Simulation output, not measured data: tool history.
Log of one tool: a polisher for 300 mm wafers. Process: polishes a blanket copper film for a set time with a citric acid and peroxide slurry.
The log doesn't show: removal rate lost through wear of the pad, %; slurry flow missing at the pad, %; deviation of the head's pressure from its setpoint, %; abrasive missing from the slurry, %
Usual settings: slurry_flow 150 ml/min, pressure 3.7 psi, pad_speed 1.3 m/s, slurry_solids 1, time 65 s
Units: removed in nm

| run | hour | slurry_flow | pressure | pad_speed | slurry_solids | time | wafers since the last listed run | wafers polished on this pad | hours since the slurry nozzle was cleaned | hours since the head pressure was calibrated | hours since the slurry blender was calibrated | incoming thickness of the incoming film, nm | removed |
|---|---|---|---|---|---|---|---|---|---|---|---|---|---|
| 1 | 0 | 150 | 3.7 | 1.3 | 1 | 65 | 0 | 442 | 147.5 | 416.2 | 40.9 | 653 | 271.5 |
|  | 71.6 | head pressure recalibrated |
|  | 117.4 | worn pad replaced by a new one |
|  | 207.1 | slurry blender recalibrated |
| 2 | 207.7 | 150 | 3.7 | 1.3 | 1 | 65 | 1760 | 778 | 355.2 | 136.1 | 0.6 | 662.8 | 270.4 |
|  | 250.6 | worn pad replaced by a new one, of another model than before |
| 3 | 262.5 | 150 | 3.7 | 1.3 | 1 | 65 | 447 | 105 | 410 | 190.9 | 55.4 | 666.6 | 275 |
| 4 | 316.6 | 150 | 3.7 | 1.3 | 1 | 75 | 476 | 582 | 464.1 | 245 | 109.5 | 668.8 | 311.1 |
| 5 | 345.9 | 150 | 3.7 | 1.3 | 1 | 75 | 258 | 840 | 493.4 | 274.3 | 138.8 | 653.6 | 305.4 |
|  | 380.2 | worn pad replaced by a new one |
| 6 | 380.7 | 150 | 3.7 | 1.3 | 1 | 65 | 271 | 4 | 528.2 | 309.1 | 173.6 | 658.9 | 278.4 |
|  | 414.7 | slurry blender recalibrated |
| 7 | 439.6 | 150 | 3.7 | 1.3 | 1 | 65 | 501 | 505 | 587.1 | 368 | 24.9 | 653 | 273.7 |
|  | 474.9 | head pressure recalibrated |
| 8 | 498.5 | 120 | 3.7 | 1.42 | 1.25 | 85 | 501 | 1007 | 646 | 23.6 | 83.8 | 662.1 | 380.4 |
| 9 | 532.7 | 135 | 4.1 | 1.3 | 1 | 65 | 301 | 1309 | 680.2 | 57.8 | 118 | 670.1 | 281 |
|  | 540.7 | worn pad replaced by a new one |
|  | 579.6 | slurry nozzle cleaned |
| 10 | 591 | 150 | 3.7 | 1.3 | 1 | 65 | 469 | 434 | 11.4 | 116.1 | 176.3 | 660.1 | 271.6 |
| 11 | 630.9 | 195 | 3.7 | 1.3 | 1 | 50 | 351 | 786 | 51.3 | 156 | 216.2 | 670.6 | 221.3 |
| 12 | 663 | 150 | 3.7 | 1.3 | 0.7 | 77 | 282 | 1069 | 83.4 | 188.1 | 248.3 | 658.3 | 281.7 |
|  | 666.8 | slurry blender recalibrated |
| 13 | 687.7 | 150 | 3.7 | 1.42 | 1 | 65 | 200 | 1269 | 108.1 | 212.8 | 20.9 | 661.5 | 289.2 |
|  | 694.7 | worn pad replaced by a new one |
| 14 | 738.9 | 150 | 3.7 | 1.48 | 1 | 54 | 416 | 389 | 159.3 | 264 | 72.1 | 659.3 | 251.7 |

3 ways to go on from here, each from the tool as it stands after run 14. What would each give?
| A | 739.3 | 150 | 3.7 | 1.3 | 1 | 65 | 3 | 392 | 159.7 | 264.4 | 72.5 | 651.5 | ? |
| B | 739.3 | 150 | 2.9 | 1.06 | 1 | 65 | 3 | 392 | 159.7 | 264.4 | 72.5 | 651.5 | ? |
| C | 739.3 | 105 | 4.2 | 1.1 | 1 | 65 | 3 | 392 | 159.7 | 264.4 | 72.5 | 651.5 | ? |

| run | removed |
|---|---|
| A | 274.2 |
| B | 202.2 |
| C | 225.1 |
Without the tool's hidden state the same runs would have given:
| run | removed |
|---|---|
| A | 281.7 |
| B | 207.8 |
| C | 231.3 |
